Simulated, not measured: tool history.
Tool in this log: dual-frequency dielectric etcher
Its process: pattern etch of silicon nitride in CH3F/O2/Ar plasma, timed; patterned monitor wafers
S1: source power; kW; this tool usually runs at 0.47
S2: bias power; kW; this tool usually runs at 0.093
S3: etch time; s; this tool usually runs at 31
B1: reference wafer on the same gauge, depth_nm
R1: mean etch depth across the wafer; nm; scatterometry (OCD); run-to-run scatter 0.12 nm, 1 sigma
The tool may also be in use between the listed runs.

run,hour,S1,S2,S3,B1,R1
1,0,0.47,0.079,31,30.22,24.65
2,65.8,0.47,0.079,31,30.21,24.98
3,136.7,0.47,0.093,31,30.2,26.01
4,172.1,0.47,0.093,31,30.24,26.25
5,215.4,0.47,0.093,31,30.22,26.38
6,269,0.47,0.08,31,30.18,25.46
7,331.3,0.47,0.08,31,30.18,25.44
8,378.5,0.47,0.08,31,30.13,25.77
9,402.9,0.42,0.093,31,30.21,25.6
10,474.8,0.47,0.093,31,30.2,26.82
11,502.6,0.47,0.1,31,30.21,27.39
12,565.4,0.47,0.1,31,30.2,26.21
13,626.7,0.47,0.093,31,30.15,25.9
14,669.6,0.47,0.093,31,30.24,25.93
15,710.1,0.56,0.093,31,30.2,28.14
16,778.5,0.47,0.093,23.5,30.2,19.82
17,850.2,0.47,0.093,31,30.17,26.45
18,906,0.47,0.093,31,30.23,26.6
19,1061.4,0.51,0.111,31,30.2,29.07
20,1116.3,0.47,0.093,40,30.22,34.89
21,1161.6,0.54,0.093,31,30.18,28.61
22,1196.2,0.47,0.103,31,30.19,28.06
23,1245.6,0.47,0.115,39,30.18,34.68
24,1250,0.47,0.093,31,30.17,26.01
25,1317.2,0.47,0.093,37,30.23,31.08
26,1345.5,0.47,0.093,31,30.2,26.09
27,1407.6,0.47,0.093,22,30.2,18.8
28,1449.1,0.47,0.093,31,30.14,26.1
29,1499.7,0.47,0.093,31,30.21,26.31
30,1529.4,0.36,0.093,31,30.19,23.96
31,1556.5,0.47,0.093,31,30.17,26.56

Between the runs listed above, the log contained 6 entries, not reproduced here. Where in the sequence does each belong, and how does what the log doesn't record of the tool's condition differ from the listed run before to the listed run after?
Run 11 -> run 12: wet clean of the chamber (hour 537.2)
  etch rate over this chamber's usual, %: 4.95 -> 0.193
  measured result minus the result with no hidden state, R1: +1.29 -> +0.05 nm
Run 12 -> run 13: upper electrode replaced (hour 626.2)
  etch rate over this chamber's usual, %: 0.193 -> 0.712
  measured result minus the result with no hidden state, R1: +0.05 -> +0.18 nm
Run 18 -> run 19: source power generator calibrated (hour 977.9); gauge calibrated (hour 1032.7)
  etch rate over this chamber's usual, %: 3.08 -> 4.39
  measured result minus the result with no hidden state, R1: +0.8 -> +1.23 nm
Run 21 -> run 22: bias power generator calibrated (hour 1195.1)
  etch rate over this chamber's usual, %: 5.24 -> 5.53
  measured result minus the result with no hidden state, R1: +1.42 -> +1.47 nm
Run 22 -> run 23: wet clean of the chamber (hour 1245.1)
  etch rate over this chamber's usual, %: 5.53 -> 0.654
  measured result minus the result with no hidden state, R1: +1.47 -> +0.22 nm
